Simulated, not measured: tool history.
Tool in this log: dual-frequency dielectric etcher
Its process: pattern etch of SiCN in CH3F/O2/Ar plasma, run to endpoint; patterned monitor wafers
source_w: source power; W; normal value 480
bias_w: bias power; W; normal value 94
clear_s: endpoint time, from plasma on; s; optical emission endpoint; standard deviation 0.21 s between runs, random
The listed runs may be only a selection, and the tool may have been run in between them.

run,day,source_w,bias_w,"incoming incoming film thickness, nm",clear_s
1,0,480,94,11.71,24.7
2,0.55,480,94,11.85,24.3
3,1.071,480,94,11.7,24.5
4,2.154,480,94,11.85,24.7
5,4.467,410,94,11.89,26.4
6,5.846,410,94,11.77,26
7,6.746,480,76,11.79,26.8
8,7.938,480,75,11.81,26.7
# day 8.754: source power generator calibrated
9,9,480,75,11.75,26.5
10,10.358,480,105,11.96,23.4
11,11.629,400,111,11.81,24.5
# day 12.829: bias power generator calibrated
# day 13.5: upper electrode replaced
# day 13.858: wet clean of the chamber
12,13.879,390,105,11.99,27.2
13,13.896,400,111,11.79,25.7
14,14.662,370,113,11.84,26.2
15,15.171,480,94,11.75,25.1
16,16.525,580,111,11.68,21.4
17,17.696,480,72,11.81,27.5

Expected results for the next run?
18,19.158,420,94,11.82,?

clear_s: 26.6 s
Take away the tool's hidden state, keep the run-to-run variation as it was, and the same run would have given clear_s 26.9 s.
